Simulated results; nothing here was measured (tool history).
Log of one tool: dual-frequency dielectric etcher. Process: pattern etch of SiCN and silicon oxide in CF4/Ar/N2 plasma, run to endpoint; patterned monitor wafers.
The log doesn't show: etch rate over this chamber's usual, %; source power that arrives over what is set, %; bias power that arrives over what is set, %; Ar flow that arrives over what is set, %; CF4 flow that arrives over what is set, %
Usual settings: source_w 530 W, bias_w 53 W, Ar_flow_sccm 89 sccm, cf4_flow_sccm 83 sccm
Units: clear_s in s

run	hour	source_w	bias_w	Ar_flow_sccm	cf4_flow_sccm	wafers since the last listed run	hours since the last wet clean	hours since the last source power generator calibration	hours since the last bias power generator calibration	hours since the last Ar flow controller change	hours since the last CF4 flow controller change	hours since the last upper electrode change	incoming incoming film thickness, nm	clear_s
1	0	530	53	89	83	0	396.8	124.6	3552.4	995.7	4720.4	128.2	8.71	9.7
2	55.4	470	66	72	100	726	452.2	180	3607.8	1051.1	4775.8	183.6	8.72	10.1
3	94.4	530	53	102	83	511	491.2	219	3646.8	1090.1	4814.8	222.6	8.7	10
4	155	530	53	73	83	794	551.8	279.6	3707.4	1150.7	4875.4	283.2	8.71	9.6
# hour 185.6: wet clean of the chamber
5	204	530	53	73	83	327	18.4	328.6	3756.4	1199.7	4924.4	332.2	8.79	9.4
6	242	460	53	89	99	498	56.4	366.6	3794.4	1237.7	4962.4	370.2	8.68	10.9
7	268.9	420	58	101	74	352	83.3	393.5	3821.3	1264.6	4989.3	397.1	8.71	12.4
8	302.2	530	49	104	83	436	116.6	426.8	3854.6	1297.9	5022.6	430.4	8.73	10.1
# hour 458.3: bias power generator calibrated
9	509.8	410	53	89	76	2670	324.2	634.4	51.5	1505.5	5230.2	638	8.62	12.6
10	576.9	630	53	76	77	880	391.3	701.5	118.6	1572.6	5297.3	705.1	8.75	8.1
11	644.2	530	53	89	83	882	458.6	768.8	185.9	1639.9	5364.6	772.4	8.69	9.7

Forecast run 12:
# hour 740.6: Ar flow controller replaced
# hour 794.8: CF4 flow controller replaced
# hour 808.8: wet clean of the chamber
12	832	530	53	89	83	2122	23.2	956.6	373.7	91.4	37.2	960.2	8.72	?

clear_s: 9.5 s
Without the tool's hidden state the same run would have given clear_s 9.5 s.

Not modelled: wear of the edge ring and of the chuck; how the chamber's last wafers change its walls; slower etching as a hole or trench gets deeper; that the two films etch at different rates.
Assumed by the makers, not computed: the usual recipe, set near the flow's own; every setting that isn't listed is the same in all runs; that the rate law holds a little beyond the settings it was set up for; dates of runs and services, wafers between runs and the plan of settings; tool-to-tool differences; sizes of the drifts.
